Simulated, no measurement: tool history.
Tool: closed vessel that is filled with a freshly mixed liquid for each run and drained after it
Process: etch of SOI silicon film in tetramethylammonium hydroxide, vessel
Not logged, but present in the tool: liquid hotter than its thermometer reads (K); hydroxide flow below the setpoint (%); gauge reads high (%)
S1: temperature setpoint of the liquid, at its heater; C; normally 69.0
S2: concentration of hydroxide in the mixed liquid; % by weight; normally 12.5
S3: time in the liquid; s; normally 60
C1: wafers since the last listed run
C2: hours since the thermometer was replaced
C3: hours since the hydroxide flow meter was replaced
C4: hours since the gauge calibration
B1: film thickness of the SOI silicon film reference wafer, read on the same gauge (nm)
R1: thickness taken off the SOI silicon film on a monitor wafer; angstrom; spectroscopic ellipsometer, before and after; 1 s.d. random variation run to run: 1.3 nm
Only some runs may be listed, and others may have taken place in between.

run,hour,S1,S2,S3,C1,C2,C3,C4,B1,R1
1,0.0,69.0,12.5,70,0,1638.0,62.4,2136.0,59.99,4763.9
2,65.0,69.0,12.5,60,5529,1703.0,127.4,2201.0,59.96,4113.3
3,154.9,69.0,12.5,60,7647,1792.9,217.3,2290.9,60.00,4114.2
4,203.3,69.0,12.5,60,4117,1841.3,265.7,2339.3,59.96,4109.7
5,250.4,69.0,12.5,60,4006,1888.4,312.8,2386.4,60.02,4136.9
6,298.4,69.0,12.5,60,4082,1936.4,360.8,2434.4,59.99,4136.4
7,364.7,69.0,11.0,60,5639,2002.7,427.1,2500.7,59.98,4350.5
8,458.7,69.0,11.0,60,7995,2096.7,521.1,2594.7,60.04,4375.9
9,560.7,62.5,15.5,60,8676,2198.7,623.1,2696.7,60.02,2581.0
10,624.1,69.0,10.0,60,5392,2262.1,686.5,2760.1,59.97,4571.4
# hour 639.9: hydroxide flow meter replaced
11,670.7,69.0,12.5,35,3878,2308.7,30.8,2806.7,60.06,2378.4
12,760.6,72.5,12.5,50,7647,2398.6,120.7,2896.6,60.04,4200.4
13,820.3,75.0,14.0,30,5078,2458.3,180.4,2956.3,60.02,2757.7
14,885.2,69.0,12.5,60,5520,2523.2,245.3,3021.2,59.98,4136.0
15,981.9,69.0,12.5,60,8225,2619.9,342.0,3117.9,60.03,4140.4
16,1043.3,69.0,16.0,35,5222,2681.3,403.4,3179.3,59.97,2158.9
17,1097.0,69.0,12.5,80,4567,2735.0,457.1,3233.0,60.01,5551.1
# hour 1123.3: gauge calibrated
18,1138.1,69.0,12.5,60,3496,2776.1,498.2,14.8,60.02,4175.2
# hour 1230.1: thermometer replaced
19,1235.4,69.0,12.5,40,8191,5.3,595.5,112.1,60.00,2822.1
# hour 1272.5: hydroxide flow meter replaced
20,1289.8,69.0,12.5,85,4542,59.7,17.3,166.5,59.98,5777.9
21,1378.0,69.0,12.5,60,7502,147.9,105.5,254.7,60.00,4102.4
22,1479.6,69.0,12.5,60,8642,249.5,207.1,356.3,60.01,4084.1
23,1571.3,69.0,12.5,90,7800,341.2,298.8,448.0,60.01,6207.1
24,1675.5,69.0,12.5,60,8863,445.4,403.0,552.2,60.03,4160.9
25,1751.7,77.0,9.5,80,6481,521.6,479.2,628.4,59.98,9796.0
26,1789.6,69.0,12.5,60,3223,559.5,517.1,666.3,60.03,4182.3
27,1866.1,61.5,12.5,60,6507,636.0,593.6,742.8,60.01,2665.3
28,1909.6,69.0,12.5,80,3700,679.5,637.1,786.3,59.97,5603.8
29,1950.9,69.0,9.0,60,3513,720.8,678.4,827.6,60.05,4767.3
30,2012.5,69.0,12.5,60,5239,782.4,740.0,889.2,60.02,4239.5
# hour 2013.7: hydroxide flow meter replaced
31,2089.0,63.0,15.0,80,6422,858.9,75.3,965.7,60.03,3470.4
32,2141.7,62.5,15.5,70,4482,911.6,128.0,1018.4,59.94,2912.9
33,2225.6,64.5,8.5,45,7136,995.5,211.9,1102.3,60.01,2726.8
34,2276.7,75.0,9.0,40,4346,1046.6,263.0,1153.4,60.01,4404.7

Pick out some run-to-run changes in R1. Of each, how much would a tool without hidden state show as well, from the settings, what came in and chance, and how much is left for the hidden state and any gauge scatter not in both results compared?
Run 10 -> 11: S2 10.0 -> 12.5, S3 60 -> 35, hydroxide flow meter replaced. R1 -2193.0 angstrom: hidden state -152.2, all else -2040.8.
Run 16 -> 17: S2 16.0 -> 12.5, S3 35 -> 80. R1 +3392.2 angstrom: hidden state +112.6, all else +3279.6.
Run 24 -> 25: S1 69.0 -> 77.0, S2 12.5 -> 9.5, S3 60 -> 80. R1 +5635.1 angstrom: hidden state +146.9, all else +5488.2.
Run 25 -> 26: S1 77.0 -> 69.0, S2 9.5 -> 12.5, S3 80 -> 60. R1 -5613.7 angstrom: hidden state -122.4, all else -5491.3.
Run 30 -> 31: S1 69.0 -> 63.0, S2 12.5 -> 15.0, S3 60 -> 80, hydroxide flow meter replaced. R1 -769.1 angstrom: hidden state -143.0, all else -626.1.
